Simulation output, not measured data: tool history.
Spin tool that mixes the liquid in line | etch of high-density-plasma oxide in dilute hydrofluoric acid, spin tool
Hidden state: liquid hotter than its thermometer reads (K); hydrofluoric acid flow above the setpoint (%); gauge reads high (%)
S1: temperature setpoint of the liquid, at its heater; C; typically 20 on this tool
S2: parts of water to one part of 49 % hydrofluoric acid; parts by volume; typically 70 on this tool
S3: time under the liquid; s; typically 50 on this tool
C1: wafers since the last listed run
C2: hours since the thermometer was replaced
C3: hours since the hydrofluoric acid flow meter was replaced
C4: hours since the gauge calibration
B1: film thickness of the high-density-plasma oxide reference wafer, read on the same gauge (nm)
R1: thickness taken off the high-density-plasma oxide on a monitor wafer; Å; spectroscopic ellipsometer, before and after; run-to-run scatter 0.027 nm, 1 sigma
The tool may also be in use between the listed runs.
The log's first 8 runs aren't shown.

run,hour,S1,S2,S3,C1,C2,C3,C4,B1,R1
9,151,20,70,55,136,594.5,89,373,30.005,60.41
10,158.9,20,70,55,70,602.4,96.9,380.9,29.953,60.41
11,165.1,20,80,80,55,608.6,103.1,387.1,29.982,75.74
12,183.1,20,70,55,160,626.6,121.1,405.1,29.984,60.66
13,199.1,20,70,25,142,642.6,137.1,421.1,29.981,27.44
14,210.9,18,90,30,105,654.4,148.9,432.9,30.026,23.22
# hour 220: gauge calibrated
15,220.1,23,90,30,81,663.6,158.1,0.1,30.042,28.54
16,238.1,20,70,50,160,681.6,176.1,18.1,29.993,55.61

Run 17 is up next; what results do you expect?
17,246.6,17,90,60,75,690.1,184.6,26.6,?,?

For run 17 the tool returned B1 29.983, R1 44.59 Å.
Minus the tool's unlogged condition, the same run would have read R1 42.76 Å.
